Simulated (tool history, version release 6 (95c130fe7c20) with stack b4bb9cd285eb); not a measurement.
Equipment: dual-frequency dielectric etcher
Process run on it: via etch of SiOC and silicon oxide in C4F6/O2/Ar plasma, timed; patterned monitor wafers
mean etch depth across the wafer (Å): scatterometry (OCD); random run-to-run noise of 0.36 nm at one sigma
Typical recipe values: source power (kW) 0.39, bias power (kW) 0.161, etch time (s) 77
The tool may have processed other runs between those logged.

run,hour,source power (kW),bias power (kW),etch time (s),"read-back reference wafer on the same gauge, depth_nm",mean etch depth across the wafer (Å)
1,0,0.39,0.161,77,88.8,831
2,82.9,0.39,0.161,77,88.8,832
3,96.7,0.39,0.161,77,88.8,823
# hour 176.6: source power generator calibrated
4,193.2,0.39,0.161,95,88.7,1015
5,227.7,0.39,0.161,95,88.8,1009
6,259.6,0.39,0.161,88.5,88.8,948
# hour 305.9: upper electrode replaced, of another model than before
7,306.4,0.39,0.161,77,88.8,819
8,306.7,0.45,0.132,77,88.8,799
9,320.1,0.43,0.197,87,88.8,1004
# hour 337.5: gauge calibrated
10,344.6,0.39,0.147,77,88.7,787
# hour 378.5: wet clean of the chamber
# hour 379.6: bias power generator calibrated
11,380.1,0.36,0.171,77,88.8,830

What does the tool deliver on the next run?
12,380.6,0.39,0.161,77,?,?

Logged for run 12: read-back reference wafer on the same gauge, depth_nm 88.8, mean etch depth across the wafer (Å) 841.
Take away the tool's hidden state, keep the run-to-run variation as it was, and the same run would have given mean etch depth across the wafer (Å) 842.

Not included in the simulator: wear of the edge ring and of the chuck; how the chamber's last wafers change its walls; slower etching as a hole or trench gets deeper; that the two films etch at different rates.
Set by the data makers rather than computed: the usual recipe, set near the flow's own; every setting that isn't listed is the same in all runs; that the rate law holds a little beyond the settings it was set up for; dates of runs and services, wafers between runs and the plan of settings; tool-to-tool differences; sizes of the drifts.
